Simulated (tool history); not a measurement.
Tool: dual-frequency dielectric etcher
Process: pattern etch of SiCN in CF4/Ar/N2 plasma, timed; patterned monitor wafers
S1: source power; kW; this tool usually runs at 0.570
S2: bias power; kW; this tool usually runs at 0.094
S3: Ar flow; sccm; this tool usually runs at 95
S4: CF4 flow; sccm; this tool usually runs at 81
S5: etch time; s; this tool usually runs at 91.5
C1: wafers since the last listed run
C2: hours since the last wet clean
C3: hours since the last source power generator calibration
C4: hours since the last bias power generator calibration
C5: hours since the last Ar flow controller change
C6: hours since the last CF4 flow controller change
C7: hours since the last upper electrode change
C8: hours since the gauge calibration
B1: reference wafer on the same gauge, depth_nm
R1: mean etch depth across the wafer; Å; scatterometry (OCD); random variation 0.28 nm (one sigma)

run,hour,S1,S2,S3,S4,S5,C1,C2,C3,C4,C5,C6,C7,C8,B1,R1
1,0.0,0.570,0.094,95,81,91.5,0,284.5,2061.3,2208.5,5554.8,2772.4,3144.0,296.6,120.9,1110
2,27.7,0.570,0.094,95,81,91.5,372,312.2,2089.0,2236.2,5582.5,2800.1,3171.7,324.3,121.0,1112
3,61.5,0.570,0.094,95,81,91.5,454,346.0,2122.8,2270.0,5616.3,2833.9,3205.5,358.1,121.0,1110
4,95.4,0.570,0.094,95,81,91.5,455,379.9,2156.7,2303.9,5650.2,2867.8,3239.4,392.0,120.9,1114
# hour 138.2: Ar flow controller replaced
# hour 139.1: wet clean of the chamber
5,139.6,0.570,0.094,95,81,91.5,501,0.5,2200.9,2348.1,1.4,2912.0,3283.6,436.2,120.9,1089
6,150.9,0.520,0.094,95,81,91.5,151,11.8,2212.2,2359.4,12.7,2923.3,3294.9,447.5,121.0,1023
# hour 168.9: source power generator calibrated
7,175.0,0.520,0.094,95,81,91.5,270,35.9,6.1,2383.5,36.8,2947.4,3319.0,471.6,121.0,1052
8,198.6,0.520,0.094,95,81,91.5,317,59.5,29.7,2407.1,60.4,2971.0,3342.6,495.2,120.9,1051
9,234.3,0.570,0.094,95,81,91.5,479,95.2,65.4,2442.8,96.1,3006.7,3378.3,530.9,121.0,1117
10,298.5,0.570,0.114,115,81,116.0,862,159.4,129.6,2507.0,160.3,3070.9,3442.5,595.1,121.0,1492
11,313.3,0.570,0.094,95,81,91.5,198,174.2,144.4,2521.8,175.1,3085.7,3457.3,609.9,121.0,1126
12,334.8,0.660,0.081,116,81,91.5,288,195.7,165.9,2543.3,196.6,3107.2,3478.8,631.4,121.0,1170
# hour 350.3: gauge calibrated
# hour 367.7: upper electrode replaced
13,368.2,0.570,0.110,95,72,91.5,126,229.1,199.3,2576.7,230.0,3140.6,0.5,17.9,121.0,1173
14,380.5,0.570,0.094,95,81,91.5,165,241.4,211.6,2589.0,242.3,3152.9,12.8,30.2,121.1,1129
15,408.6,0.570,0.094,95,81,105.5,377,269.5,239.7,2617.1,270.4,3181.0,40.9,58.3,121.1,1306
# hour 416.1: CF4 flow controller replaced
16,426.1,0.660,0.094,75,81,91.5,154,287.0,257.2,2634.6,287.9,10.0,58.4,75.8,121.0,1298
17,439.7,0.490,0.094,95,81,91.5,182,300.6,270.8,2648.2,301.5,23.6,72.0,89.4,120.9,1030
# hour 455.0: bias power generator calibrated
18,466.3,0.570,0.094,95,81,91.5,303,327.2,297.4,11.3,328.1,50.2,98.6,116.0,121.0,1145
19,495.9,0.650,0.117,78,87,91.5,397,356.8,327.0,40.9,357.7,79.8,128.2,145.6,121.0,1386
20,529.9,0.570,0.094,95,81,91.5,456,390.8,361.0,74.9,391.7,113.8,162.2,179.6,121.1,1150
21,562.1,0.570,0.094,103,81,104.0,432,423.0,393.2,107.1,423.9,146.0,194.4,211.8,121.1,1289
# hour 615.0: wet clean of the chamber
22,647.0,0.570,0.094,95,81,91.5,818,32.0,478.1,192.0,508.8,230.9,279.3,296.7,121.0,1108

Forecast each of these 3 alternatives for the next run:
A,647.4,0.570,0.094,95,81,91.5,5,32.4,478.5,192.4,509.2,231.3,279.7,297.1,?,?
B,647.4,0.660,0.072,95,81,91.5,5,32.4,478.5,192.4,509.2,231.3,279.7,297.1,?,?
C,647.4,0.570,0.094,111,81,91.5,5,32.4,478.5,192.4,509.2,231.3,279.7,297.1,?,?

run,B1,R1
A,121.0,1105
B,121.0,1130
C,121.0,1084
Without the tool's unlogged condition, the same runs would have read:
run,R1
A,1112
B,1138
C,1091
